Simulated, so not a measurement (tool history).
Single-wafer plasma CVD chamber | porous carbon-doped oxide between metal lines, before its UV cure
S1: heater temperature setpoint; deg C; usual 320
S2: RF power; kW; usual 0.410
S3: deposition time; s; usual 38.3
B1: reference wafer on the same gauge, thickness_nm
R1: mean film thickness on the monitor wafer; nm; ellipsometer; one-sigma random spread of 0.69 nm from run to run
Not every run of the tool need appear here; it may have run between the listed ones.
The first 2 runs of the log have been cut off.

run 3 day=2.508 | S1=332 S2=0.410 S3=38.3 | B1=196.009 | R1=147.746
run 4 day=3.875 | S1=332 S2=0.410 S3=38.3 | B1=195.763 | R1=149.005
run 5 day=4.696 | S1=325 S2=0.410 S3=38.3 | B1=196.142 | R1=152.081
run 6 day=5.567 | S1=320 S2=0.410 S3=38.3 | B1=196.234 | R1=155.305
-- day=6.233 showerhead replaced
run 7 day=7.004 | S1=320 S2=0.410 S3=38.3 | B1=195.964 | R1=154.618
run 8 day=8.125 | S1=320 S2=0.410 S3=38.3 | B1=195.595 | R1=154.135
run 9 day=9.246 | S1=324 S2=0.410 S3=38.3 | B1=196.411 | R1=151.814
-- day=9.629 gauge calibrated
-- day=10.304 RF generator calibrated
run 10 day=10.325 | S1=306 S2=0.410 S3=34.7 | B1=196.316 | R1=161.085
run 11 day=10.962 | S1=320 S2=0.340 S3=38.3 | B1=195.681 | R1=140.770
run 12 day=11.967 | S1=329 S2=0.455 S3=38.3 | B1=195.973 | R1=173.321
run 13 day=13.058 | S1=328 S2=0.410 S3=44.5 | B1=196.269 | R1=186.089
run 14 day=14.325 | S1=320 S2=0.410 S3=31.6 | B1=195.921 | R1=136.433
run 15 day=15.196 | S1=320 S2=0.410 S3=38.3 | B1=195.783 | R1=165.991
run 16 day=16.233 | S1=316 S2=0.485 S3=38.3 | B1=195.958 | R1=190.062
run 17 day=16.854 | S1=325 S2=0.435 S3=42.7 | B1=195.777 | R1=189.988
-- day=18.350 thermocouple changed; heater temperature recalibrated
run 18 day=18.371 | S1=320 S2=0.410 S3=35.1 | B1=196.083 | R1=157.431
run 19 day=19.396 | S1=320 S2=0.330 S3=38.3 | B1=196.154 | R1=143.007
run 20 day=20.183 | S1=331 S2=0.410 S3=42.6 | B1=195.934 | R1=179.609
run 21 day=21.667 | S1=315 S2=0.440 S3=31.2 | B1=196.051 | R1=150.345
run 22 day=22.917 | S1=320 S2=0.410 S3=30.7 | B1=196.077 | R1=137.938
run 23 day=24.321 | S1=320 S2=0.410 S3=43.5 | B1=195.709 | R1=191.813
run 24 day=25.625 | S1=333 S2=0.410 S3=38.3 | B1=195.866 | R1=161.132
run 25 day=26.767 | S1=306 S2=0.410 S3=38.3 | B1=196.107 | R1=181.148
run 26 day=27.933 | S1=320 S2=0.410 S3=41.1 | B1=196.322 | R1=179.885
run 27 day=29.367 | S1=320 S2=0.410 S3=38.3 | B1=196.037 | R1=167.443

Run 28 comes next. What will it give?
run 28 day=29.904 | S1=320 S2=0.410 S3=38.3 | B1=? | R1=?

For run 28 the tool returned B1 196.248, R1 168.369 nm.
With the hidden condition absent and the run-to-run variation left alone, this run would have shown R1 170.499 nm.

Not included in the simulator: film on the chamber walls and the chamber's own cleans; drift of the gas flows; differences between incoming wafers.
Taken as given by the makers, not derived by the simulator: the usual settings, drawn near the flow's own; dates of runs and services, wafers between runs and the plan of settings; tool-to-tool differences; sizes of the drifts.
